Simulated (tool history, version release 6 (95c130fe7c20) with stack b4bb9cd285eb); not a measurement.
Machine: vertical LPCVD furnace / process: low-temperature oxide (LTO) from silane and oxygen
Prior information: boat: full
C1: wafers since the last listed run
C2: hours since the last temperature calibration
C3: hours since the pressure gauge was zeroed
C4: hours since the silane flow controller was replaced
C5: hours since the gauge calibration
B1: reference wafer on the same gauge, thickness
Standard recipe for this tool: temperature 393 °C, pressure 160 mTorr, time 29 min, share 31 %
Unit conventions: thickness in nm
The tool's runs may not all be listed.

{"run": 1, "hour": 0.0, "temperature": 396, "pressure": 160, "time": 23, "share": 31, "C1": 0, "C2": 214.4, "C3": 2908.7, "C4": 2016.3, "C5": 1824.3, "B1": 144.97, "thickness": 109.82}
{"run": 2, "hour": 104.8, "temperature": 393, "pressure": 160, "time": 29, "share": 31, "C1": 1628, "C2": 319.2, "C3": 3013.5, "C4": 2121.1, "C5": 1929.1, "B1": 145.02, "thickness": 133.73}
{"run": 3, "hour": 176.1, "temperature": 393, "pressure": 160, "time": 29, "share": 31, "C1": 1107, "C2": 390.5, "C3": 3084.8, "C4": 2192.4, "C5": 2000.4, "B1": 144.92, "thickness": 134.36}
{"run": 4, "hour": 242.5, "temperature": 393, "pressure": 160, "time": 29, "share": 31, "C1": 1031, "C2": 456.9, "C3": 3151.2, "C4": 2258.8, "C5": 2066.8, "B1": 145.13, "thickness": 133.64}
{"run": 5, "hour": 336.8, "temperature": 393, "pressure": 160, "time": 29, "share": 31, "C1": 1464, "C2": 551.2, "C3": 3245.5, "C4": 2353.1, "C5": 2161.1, "B1": 144.85, "thickness": 134.1}
{"hour": 364.9, "done": "silane flow controller replaced"}
{"run": 6, "hour": 417.7, "temperature": 393, "pressure": 160, "time": 32, "share": 31, "C1": 883, "C2": 632.1, "C3": 3326.4, "C4": 52.8, "C5": 2242, "B1": 144.97, "thickness": 147.73}
{"run": 7, "hour": 513.9, "temperature": 393, "pressure": 160, "time": 32, "share": 31, "C1": 1494, "C2": 728.3, "C3": 3422.6, "C4": 149, "C5": 2338.2, "B1": 145, "thickness": 148.38}
{"hour": 616.0, "done": "pressure gauge zeroed"}
{"run": 8, "hour": 616.5, "temperature": 393, "pressure": 160, "time": 32, "share": 31, "C1": 1221, "C2": 830.9, "C3": 0.5, "C4": 251.6, "C5": 2440.8, "B1": 145, "thickness": 145.05}
{"run": 9, "hour": 691.7, "temperature": 397, "pressure": 160, "time": 29, "share": 35, "C1": 1168, "C2": 906.1, "C3": 75.7, "C4": 326.8, "C5": 2516, "B1": 144.92, "thickness": 163.23}
{"run": 10, "hour": 731.1, "temperature": 397, "pressure": 160, "time": 29, "share": 35, "C1": 612, "C2": 945.5, "C3": 115.1, "C4": 366.2, "C5": 2555.4, "B1": 144.93, "thickness": 162.44}
{"run": 11, "hour": 811.7, "temperature": 387, "pressure": 160, "time": 29, "share": 31, "C1": 1252, "C2": 1026.1, "C3": 195.7, "C4": 446.8, "C5": 2636, "B1": 145.01, "thickness": 121.55}
{"run": 12, "hour": 853.8, "temperature": 393, "pressure": 160, "time": 20.5, "share": 31, "C1": 654, "C2": 1068.2, "C3": 237.8, "C4": 488.9, "C5": 2678.1, "B1": 145.03, "thickness": 92.98}
{"run": 13, "hour": 935.0, "temperature": 393, "pressure": 160, "time": 29, "share": 31, "C1": 1261, "C2": 1149.4, "C3": 319, "C4": 570.1, "C5": 2759.3, "B1": 144.99, "thickness": 130.71}
{"run": 14, "hour": 1016.0, "temperature": 393, "pressure": 160, "time": 29, "share": 31, "C1": 1258, "C2": 1230.4, "C3": 400, "C4": 651.1, "C5": 2840.3, "B1": 145.16, "thickness": 131.54}
{"run": 15, "hour": 1092.1, "temperature": 398, "pressure": 125, "time": 19, "share": 31, "C1": 1182, "C2": 1306.5, "C3": 476.1, "C4": 727.2, "C5": 2916.4, "B1": 145.01, "thickness": 71.2}
{"run": 16, "hour": 1129.0, "temperature": 393, "pressure": 160, "time": 19, "share": 31, "C1": 573, "C2": 1343.4, "C3": 513, "C4": 764.1, "C5": 2953.3, "B1": 145.18, "thickness": 86.64}
{"run": 17, "hour": 1217.3, "temperature": 393, "pressure": 160, "time": 29, "share": 31, "C1": 1371, "C2": 1431.7, "C3": 601.3, "C4": 852.4, "C5": 3041.6, "B1": 145.07, "thickness": 131.44}
{"run": 18, "hour": 1257.3, "temperature": 393, "pressure": 160, "time": 29, "share": 31, "C1": 621, "C2": 1471.7, "C3": 641.3, "C4": 892.4, "C5": 3081.6, "B1": 144.96, "thickness": 131.99}
{"run": 19, "hour": 1333.2, "temperature": 393, "pressure": 120, "time": 29, "share": 31, "C1": 1179, "C2": 1547.6, "C3": 717.2, "C4": 968.3, "C5": 3157.5, "B1": 144.87, "thickness": 98.85}
{"run": 20, "hour": 1414.9, "temperature": 393, "pressure": 160, "time": 29, "share": 31, "C1": 1269, "C2": 1629.3, "C3": 798.9, "C4": 1050, "C5": 3239.2, "B1": 145.09, "thickness": 131.51}
{"hour": 1488.0, "done": "thermocouples replaced and temperature profile calibrated"}
{"run": 21, "hour": 1522.4, "temperature": 393, "pressure": 160, "time": 29, "share": 31, "C1": 1297, "C2": 34.4, "C3": 906.4, "C4": 1157.5, "C5": 3346.7, "B1": 145.02, "thickness": 130.9}
{"hour": 1594.0, "done": "gauge calibrated"}
{"run": 22, "hour": 1624.4, "temperature": 393, "pressure": 130, "time": 29, "share": 31, "C1": 1584, "C2": 136.4, "C3": 1008.4, "C4": 1259.5, "C5": 30.4, "B1": 144.86, "thickness": 106.7}
{"run": 23, "hour": 1668.4, "temperature": 393, "pressure": 160, "time": 29, "share": 31, "C1": 683, "C2": 180.4, "C3": 1052.4, "C4": 1303.5, "C5": 74.4, "B1": 144.92, "thickness": 131.36}
{"run": 24, "hour": 1743.0, "temperature": 393, "pressure": 160, "time": 29, "share": 31, "C1": 1158, "C2": 255, "C3": 1127, "C4": 1378.1, "C5": 149, "B1": 145.05, "thickness": 131.35}
{"run": 25, "hour": 1788.9, "temperature": 390, "pressure": 160, "time": 22.5, "share": 37, "C1": 713, "C2": 300.9, "C3": 1172.9, "C4": 1424, "C5": 194.9, "B1": 145.05, "thickness": 125.67}
{"run": 26, "hour": 1845.3, "temperature": 384, "pressure": 160, "time": 26, "share": 31, "C1": 876, "C2": 357.3, "C3": 1229.3, "C4": 1480.4, "C5": 251.3, "B1": 144.9, "thickness": 105.61}
{"run": 27, "hour": 2030.2, "temperature": 385, "pressure": 200, "time": 29, "share": 35, "C1": 2872, "C2": 542.2, "C3": 1414.2, "C4": 1665.3, "C5": 436.2, "B1": 144.97, "thickness": 177.85}
{"run": 28, "hour": 2126.3, "temperature": 393, "pressure": 160, "time": 29, "share": 27, "C1": 1492, "C2": 638.3, "C3": 1510.3, "C4": 1761.4, "C5": 532.3, "B1": 144.98, "thickness": 107.77}
{"run": 29, "hour": 2194.6, "temperature": 393, "pressure": 120, "time": 40, "share": 36, "C1": 1061, "C2": 706.6, "C3": 1578.6, "C4": 1829.7, "C5": 600.6, "B1": 144.97, "thickness": 168.51}
{"run": 30, "hour": 2239.5, "temperature": 393, "pressure": 145, "time": 19, "share": 31, "C1": 697, "C2": 751.5, "C3": 1623.5, "C4": 1874.6, "C5": 645.5, "B1": 144.97, "thickness": 78.2}

Subtracting, for every run, the result it would have given without the tool's unlogged condition from the measured result gives the following. The same run-to-run variation enters both numbers; the gauge's scatter may not:
The hidden state here: true tube temperature minus thermocouple reading, K; true pressure minus gauge reading, mTorr; deviation of the silane flow from its setpoint, %; gauge reads high (%).
run=1 thickness=+2.41
run=2 thickness=+3.13
run=3 thickness=+3.28
run=4 thickness=+3.38
run=5 thickness=+3.58
run=6 thickness=+4.12
run=7 thickness=+4.35
run=8 thickness=+0.28
run=9 thickness=+0.32
run=10 thickness=+0.32
run=11 thickness=+0.25
run=12 thickness=+0.19
run=13 thickness=+0.28
run=14 thickness=+0.3
run=15 thickness=+0.23
run=16 thickness=+0.22
run=17 thickness=+0.37
run=18 thickness=+0.38
run=19 thickness=+0.42
run=20 thickness=+0.45
run=21 thickness=+0.51
run=22 thickness=+0.57
run=23 thickness=+0.59
run=24 thickness=+0.65
run=25 thickness=+0.65
run=26 thickness=+0.58
run=27 thickness=+0.95
run=28 thickness=+0.79
run=29 thickness=+1.75
run=30 thickness=+0.7
